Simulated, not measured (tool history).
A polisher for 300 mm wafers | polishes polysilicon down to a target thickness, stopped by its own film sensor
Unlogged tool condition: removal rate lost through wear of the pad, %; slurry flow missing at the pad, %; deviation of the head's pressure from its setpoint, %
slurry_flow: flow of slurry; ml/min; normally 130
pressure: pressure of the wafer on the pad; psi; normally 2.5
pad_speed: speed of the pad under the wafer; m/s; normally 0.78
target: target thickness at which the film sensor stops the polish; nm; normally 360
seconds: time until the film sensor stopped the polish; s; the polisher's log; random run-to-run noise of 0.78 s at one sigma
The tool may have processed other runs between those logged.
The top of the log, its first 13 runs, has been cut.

| run | hour | slurry_flow | pressure | pad_speed | target | wafers since the last listed run | wafers polished on this pad | hours since the slurry nozzle was cleaned | hours since the head pressure was calibrated | incoming thickness of the incoming film, nm | seconds |
|---|---|---|---|---|---|---|---|---|---|---|---|
|  | 1043.2 | slurry nozzle cleaned |
| 14 | 1077.9 | 130 | 2.5 | 0.78 | 360 | 546 | 2986 | 34.7 | 613.0 | 741.4 | 92.9 |
| 15 | 1184.6 | 90 | 2.9 | 0.78 | 360 | 1191 | 4177 | 141.4 | 719.7 | 727.3 | 97.0 |
| 16 | 1271.0 | 115 | 1.8 | 1.06 | 267 | 964 | 5142 | 227.8 | 806.1 | 732.7 | 115.7 |
| 17 | 1364.4 | 110 | 2.5 | 0.68 | 309 | 1042 | 6185 | 321.2 | 899.5 | 731.2 | 136.4 |
| 18 | 1464.7 | 130 | 2.5 | 1.04 | 253 | 1119 | 7305 | 421.5 | 999.8 | 725.8 | 99.4 |
| 19 | 1516.9 | 155 | 2.8 | 0.54 | 473 | 582 | 7887 | 473.7 | 1052.0 | 736.0 | 90.3 |
| 20 | 1619.6 | 145 | 2.5 | 0.78 | 360 | 1146 | 9034 | 576.4 | 1154.7 | 733.8 | 101.8 |
|  | 1641.7 | worn pad replaced by a new one |
| 21 | 1693.6 | 115 | 3.3 | 1.06 | 360 | 781 | 579 | 650.4 | 1228.7 | 723.3 | 59.1 |
| 22 | 1768.8 | 95 | 2.9 | 1.00 | 231 | 839 | 1419 | 725.6 | 1303.9 | 719.6 | 104.1 |
| 23 | 1835.7 | 130 | 1.8 | 0.66 | 251 | 747 | 2166 | 792.5 | 1370.8 | 736.5 | 187.2 |
|  | 1870.5 | slurry nozzle cleaned |
| 24 | 1890.2 | 170 | 2.1 | 0.66 | 478 | 597 | 2764 | 19.7 | 1425.3 | 718.5 | 70.1 |
|  | 2034.4 | head pressure recalibrated |
| 25 | 2131.6 | 170 | 2.5 | 0.78 | 360 | 2673 | 5437 | 261.1 | 97.2 | 725.2 | 88.7 |
| 26 | 2185.9 | 130 | 2.5 | 0.78 | 413 | 606 | 6043 | 315.4 | 151.5 | 729.0 | 84.6 |
| 27 | 2289.5 | 130 | 2.5 | 0.78 | 360 | 1156 | 7200 | 419.0 | 255.1 | 732.5 | 100.9 |
| 28 | 2379.5 | 160 | 2.5 | 0.78 | 360 | 1004 | 8205 | 509.0 | 345.1 | 733.6 | 97.0 |
| 29 | 2440.8 | 130 | 2.5 | 1.04 | 360 | 684 | 8889 | 570.3 | 406.4 | 732.1 | 78.1 |
| 30 | 2479.5 | 130 | 2.5 | 0.78 | 360 | 432 | 9321 | 609.0 | 445.1 | 738.4 | 106.3 |
|  | 2500.4 | worn pad replaced by a new one |
| 31 | 2529.7 | 130 | 2.5 | 0.78 | 360 | 515 | 327 | 659.2 | 495.3 | 736.4 | 97.7 |
| 32 | 2585.6 | 95 | 3.0 | 0.92 | 266 | 624 | 951 | 715.1 | 551.2 | 733.6 | 105.1 |
| 33 | 2676.2 | 145 | 2.5 | 0.68 | 360 | 1011 | 1963 | 805.7 | 641.8 | 719.5 | 106.5 |
| 34 | 2721.2 | 130 | 1.6 | 0.78 | 360 | 502 | 2465 | 850.7 | 686.8 | 724.1 | 133.9 |
|  | 2741.1 | slurry nozzle cleaned |
| 35 | 2787.7 | 130 | 2.5 | 0.92 | 421 | 731 | 3196 | 46.6 | 753.3 | 735.4 | 63.4 |
| 36 | 2826.9 | 95 | 1.9 | 0.62 | 360 | 437 | 3634 | 85.8 | 792.5 | 740.7 | 151.5 |
| 37 | 2883.6 | 130 | 2.9 | 0.78 | 360 | 633 | 4267 | 142.5 | 849.2 | 726.9 | 83.5 |

Predict each of these 4 candidate next runs independently; none follows another, all start after run 37:
| A | 2884.0 | 130 | 2.5 | 0.78 | 360 | 4 | 4272 | 142.9 | 849.6 | 739.1 | ? |
| B | 2884.0 | 130 | 2.5 | 0.66 | 360 | 4 | 4272 | 142.9 | 849.6 | 739.1 | ? |
| C | 2884.0 | 100 | 1.7 | 0.78 | 248 | 4 | 4272 | 142.9 | 849.6 | 739.1 | ? |
| D | 2884.0 | 115 | 2.5 | 0.70 | 450 | 4 | 4272 | 142.9 | 849.6 | 739.1 | ? |

| run | seconds |
|---|---|
| A | 94.3 |
| B | 110.8 |
| C | 168.4 |
| D | 82.7 |
What these runs would have given with no unlogged condition in the tool:
| run | seconds |
|---|---|
| A | 79.6 |
| B | 93.5 |
| C | 139.9 |
| D | 69.3 |

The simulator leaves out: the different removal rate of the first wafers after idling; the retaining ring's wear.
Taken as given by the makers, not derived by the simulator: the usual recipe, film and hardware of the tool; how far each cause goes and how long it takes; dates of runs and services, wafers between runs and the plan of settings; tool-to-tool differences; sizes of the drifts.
